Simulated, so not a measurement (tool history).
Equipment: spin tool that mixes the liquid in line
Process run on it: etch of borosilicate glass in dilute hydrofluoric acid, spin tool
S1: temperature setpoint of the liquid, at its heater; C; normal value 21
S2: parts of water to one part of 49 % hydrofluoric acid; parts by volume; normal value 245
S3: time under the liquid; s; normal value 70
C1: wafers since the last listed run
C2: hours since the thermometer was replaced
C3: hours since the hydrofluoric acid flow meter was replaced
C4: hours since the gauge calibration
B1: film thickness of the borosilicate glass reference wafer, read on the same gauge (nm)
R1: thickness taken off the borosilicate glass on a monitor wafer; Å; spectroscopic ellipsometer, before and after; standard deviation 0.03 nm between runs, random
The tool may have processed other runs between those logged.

{"run": 1, "hour": 0.0, "S1": 21, "S2": 245, "S3": 70, "C1": 0, "C2": 1929.5, "C3": 1711.5, "C4": 223.2, "B1": 100, "R1": 49.4}
{"run": 2, "hour": 8.4, "S1": 21, "S2": 245, "S3": 70, "C1": 104, "C2": 1937.9, "C3": 1719.9, "C4": 231.6, "B1": 100, "R1": 49.8}
{"run": 3, "hour": 17.1, "S1": 21, "S2": 330, "S3": 70, "C1": 108, "C2": 1946.6, "C3": 1728.6, "C4": 240.3, "B1": 100, "R1": 34.3}
{"run": 4, "hour": 30.4, "S1": 21, "S2": 330, "S3": 70, "C1": 166, "C2": 1959.9, "C3": 1741.9, "C4": 253.6, "B1": 99.98, "R1": 34.1}
{"run": 5, "hour": 40.9, "S1": 21, "S2": 330, "S3": 70, "C1": 131, "C2": 1970.4, "C3": 1752.4, "C4": 264.1, "B1": 100.04, "R1": 34.2}
{"run": 6, "hour": 51.8, "S1": 21, "S2": 245, "S3": 70, "C1": 136, "C2": 1981.3, "C3": 1763.3, "C4": 275, "B1": 100.01, "R1": 49.9}
{"run": 7, "hour": 62.7, "S1": 21, "S2": 245, "S3": 70, "C1": 136, "C2": 1992.2, "C3": 1774.2, "C4": 285.9, "B1": 99.99, "R1": 50.2}
{"run": 8, "hour": 94.5, "S1": 21, "S2": 245, "S3": 70, "C1": 397, "C2": 2024, "C3": 1806, "C4": 317.7, "B1": 100.06, "R1": 49.9}
{"run": 9, "hour": 107.1, "S1": 21, "S2": 245, "S3": 70, "C1": 157, "C2": 2036.6, "C3": 1818.6, "C4": 330.3, "B1": 99.99, "R1": 49.1}
{"run": 10, "hour": 123.2, "S1": 21, "S2": 245, "S3": 70, "C1": 201, "C2": 2052.7, "C3": 1834.7, "C4": 346.4, "B1": 100, "R1": 50.1}
{"run": 11, "hour": 131.7, "S1": 21, "S2": 245, "S3": 70, "C1": 106, "C2": 2061.2, "C3": 1843.2, "C4": 354.9, "B1": 99.99, "R1": 50.5}
{"run": 12, "hour": 147.3, "S1": 17, "S2": 245, "S3": 70, "C1": 194, "C2": 2076.8, "C3": 1858.8, "C4": 370.5, "B1": 100.02, "R1": 43.1}
{"run": 13, "hour": 158.1, "S1": 21, "S2": 245, "S3": 70, "C1": 134, "C2": 2087.6, "C3": 1869.6, "C4": 381.3, "B1": 100.01, "R1": 50.4}
{"run": 14, "hour": 171.3, "S1": 19.5, "S2": 335, "S3": 35, "C1": 164, "C2": 2100.8, "C3": 1882.8, "C4": 394.5, "B1": 99.97, "R1": 15.9}
{"hour": 188.6, "done": "gauge calibrated"}
{"run": 15, "hour": 217.3, "S1": 23.5, "S2": 315, "S3": 70, "C1": 574, "C2": 2146.8, "C3": 1928.8, "C4": 28.7, "B1": 100.02, "R1": 39.7}
{"run": 16, "hour": 227.1, "S1": 21, "S2": 245, "S3": 70, "C1": 122, "C2": 2156.6, "C3": 1938.6, "C4": 38.5, "B1": 99.94, "R1": 49.9}
{"run": 17, "hour": 263.5, "S1": 17.5, "S2": 245, "S3": 70, "C1": 454, "C2": 2193, "C3": 1975, "C4": 74.9, "B1": 99.98, "R1": 43.4}
{"hour": 275.9, "done": "hydrofluoric acid flow meter replaced"}
{"run": 18, "hour": 279.9, "S1": 21, "S2": 245, "S3": 70, "C1": 192, "C2": 2209.4, "C3": 4, "C4": 91.3, "B1": 99.96, "R1": 50}
{"run": 19, "hour": 288.2, "S1": 19, "S2": 245, "S3": 50, "C1": 103, "C2": 2217.7, "C3": 12.3, "C4": 99.6, "B1": 100.04, "R1": 32.9}
{"run": 20, "hour": 305.5, "S1": 21, "S2": 135, "S3": 45, "C1": 216, "C2": 2235, "C3": 29.6, "C4": 116.9, "B1": 100.02, "R1": 65.2}
{"run": 21, "hour": 318.8, "S1": 21, "S2": 245, "S3": 40, "C1": 166, "C2": 2248.3, "C3": 42.9, "C4": 130.2, "B1": 100.03, "R1": 28.5}
{"hour": 322.1, "done": "thermometer replaced"}
{"run": 22, "hour": 336.3, "S1": 17, "S2": 245, "S3": 95, "C1": 206, "C2": 14.2, "C3": 60.4, "C4": 147.7, "B1": 100.02, "R1": 58.1}
{"run": 23, "hour": 349.9, "S1": 25.5, "S2": 155, "S3": 50, "C1": 169, "C2": 27.8, "C3": 74, "C4": 161.3, "B1": 100, "R1": 73.4}
{"run": 24, "hour": 365.8, "S1": 17, "S2": 350, "S3": 110, "C1": 198, "C2": 43.7, "C3": 89.9, "C4": 177.2, "B1": 100.02, "R1": 43}
{"run": 25, "hour": 378.7, "S1": 18.5, "S2": 245, "S3": 70, "C1": 161, "C2": 56.6, "C3": 102.8, "C4": 190.1, "B1": 100.03, "R1": 45.4}
{"run": 26, "hour": 385.2, "S1": 24.5, "S2": 140, "S3": 70, "C1": 81, "C2": 63.1, "C3": 109.3, "C4": 196.6, "B1": 100.03, "R1": 111}
{"run": 27, "hour": 421.1, "S1": 21, "S2": 245, "S3": 70, "C1": 448, "C2": 99, "C3": 145.2, "C4": 232.5, "B1": 99.97, "R1": 49.6}
{"run": 28, "hour": 432.8, "S1": 21, "S2": 245, "S3": 70, "C1": 146, "C2": 110.7, "C3": 156.9, "C4": 244.2, "B1": 100.05, "R1": 50.1}
{"run": 29, "hour": 449.0, "S1": 17, "S2": 295, "S3": 70, "C1": 202, "C2": 126.9, "C3": 173.1, "C4": 260.4, "B1": 100, "R1": 34.3}
{"run": 30, "hour": 501.1, "S1": 21, "S2": 245, "S3": 70, "C1": 650, "C2": 179, "C3": 225.2, "C4": 312.5, "B1": 100.04, "R1": 50}
{"run": 31, "hour": 512.4, "S1": 25.5, "S2": 245, "S3": 90, "C1": 141, "C2": 190.3, "C3": 236.5, "C4": 323.8, "B1": 100.01, "R1": 75.6}
{"run": 32, "hour": 528.3, "S1": 24.5, "S2": 295, "S3": 70, "C1": 198, "C2": 206.2, "C3": 252.4, "C4": 339.7, "B1": 99.98, "R1": 44.7}

Predict each of these 5 candidate next runs independently; none follows another, all start after run 32:
{"run": "A", "hour": 528.7, "S1": 21, "S2": 245, "S3": 70, "C1": 4, "C2": 206.6, "C3": 252.8, "C4": 340.1, "B1": "?", "R1": "?"}
{"run": "B", "hour": 528.7, "S1": 17, "S2": 245, "S3": 50, "C1": 4, "C2": 206.6, "C3": 252.8, "C4": 340.1, "B1": "?", "R1": "?"}
{"run": "C", "hour": 528.7, "S1": 21, "S2": 310, "S3": 70, "C1": 4, "C2": 206.6, "C3": 252.8, "C4": 340.1, "B1": "?", "R1": "?"}
{"run": "D", "hour": 528.7, "S1": 22.5, "S2": 130, "S3": 40, "C1": 4, "C2": 206.6, "C3": 252.8, "C4": 340.1, "B1": "?", "R1": "?"}
{"run": "E", "hour": 528.7, "S1": 23.5, "S2": 360, "S3": 85, "C1": 4, "C2": 206.6, "C3": 252.8, "C4": 340.1, "B1": "?", "R1": "?"}

run=A B1=100.02 R1=50
run=B B1=100.02 R1=30.7
run=C B1=100.02 R1=37.2
run=D B1=100.02 R1=64.2
run=E B1=100.02 R1=40.5
What these runs would have given with no unlogged condition in the tool:
run=A R1=50
run=B R1=30.7
run=C R1=37.2
run=D R1=64.2
run=E R1=40.5

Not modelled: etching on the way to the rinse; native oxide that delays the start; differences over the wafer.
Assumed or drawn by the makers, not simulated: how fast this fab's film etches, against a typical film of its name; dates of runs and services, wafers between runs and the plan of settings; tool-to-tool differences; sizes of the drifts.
